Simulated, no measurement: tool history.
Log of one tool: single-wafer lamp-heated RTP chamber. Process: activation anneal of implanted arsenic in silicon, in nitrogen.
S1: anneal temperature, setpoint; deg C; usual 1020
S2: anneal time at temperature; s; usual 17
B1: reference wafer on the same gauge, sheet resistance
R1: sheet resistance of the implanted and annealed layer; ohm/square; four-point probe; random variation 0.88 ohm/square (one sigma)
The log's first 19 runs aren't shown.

{"run": 20, "hour": 485.6, "S1": 995, "S2": 13, "B1": 607.66, "R1": 590.59}
{"run": 21, "hour": 501.5, "S1": 1049, "S2": 7, "B1": 607.74, "R1": 590.21}
{"run": 22, "hour": 537.0, "S1": 1044, "S2": 21, "B1": 609.25, "R1": 583.51}
{"run": 23, "hour": 568.9, "S1": 1020, "S2": 17, "B1": 609.91, "R1": 590.01}
{"run": 24, "hour": 582.7, "S1": 999, "S2": 23, "B1": 610.22, "R1": 590.97}
{"hour": 606.4, "done": "reflector plate cleaned"}
{"run": 25, "hour": 606.9, "S1": 992, "S2": 22, "B1": 610.55, "R1": 592.9}
{"run": 26, "hour": 625.6, "S1": 1020, "S2": 17, "B1": 611.04, "R1": 590.42}
{"run": 27, "hour": 652.4, "S1": 1034, "S2": 13, "B1": 611.22, "R1": 593.01}
{"run": 28, "hour": 668.4, "S1": 1002, "S2": 21, "B1": 611.92, "R1": 591.97}
{"run": 29, "hour": 682.2, "S1": 1020, "S2": 17, "B1": 611.78, "R1": 592.83}
{"run": 30, "hour": 712.0, "S1": 1010, "S2": 13, "B1": 612.17, "R1": 593.78}
{"run": 31, "hour": 734.9, "S1": 1020, "S2": 17, "B1": 612.39, "R1": 593.47}
{"run": 32, "hour": 753.4, "S1": 1032, "S2": 27, "B1": 612.82, "R1": 589.82}
{"run": 33, "hour": 777.2, "S1": 1020, "S2": 17, "B1": 612.88, "R1": 592.75}
{"run": 34, "hour": 802.3, "S1": 1033, "S2": 27, "B1": 613.28, "R1": 587.68}
{"run": 35, "hour": 837.6, "S1": 1049, "S2": 7, "B1": 613.44, "R1": 595.38}
{"run": 36, "hour": 861.5, "S1": 1036, "S2": 8, "B1": 613.68, "R1": 595.69}

5 ways to go on from here, each from the tool as it stands after run 36. What would each give?
{"run": "A", "hour": 861.9, "S1": 1020, "S2": 17, "B1": "?", "R1": "?"}
{"run": "B", "hour": 861.9, "S1": 1033, "S2": 11, "B1": "?", "R1": "?"}
{"run": "C", "hour": 861.9, "S1": 991, "S2": 21, "B1": "?", "R1": "?"}
{"run": "D", "hour": 861.9, "S1": 1020, "S2": 26, "B1": "?", "R1": "?"}
{"run": "E", "hour": 861.9, "S1": 1049, "S2": 8, "B1": "?", "R1": "?"}

run=A B1=613.58 R1=594.26
run=B B1=613.58 R1=595.19
run=C B1=613.58 R1=595.87
run=D B1=613.58 R1=591.57
run=E B1=613.58 R1=595.19
Without the tool's hidden state the same runs would have given:
run=A R1=586.07
run=B R1=586.99
run=C R1=587.66
run=D R1=583.41
run=E R1=586.99
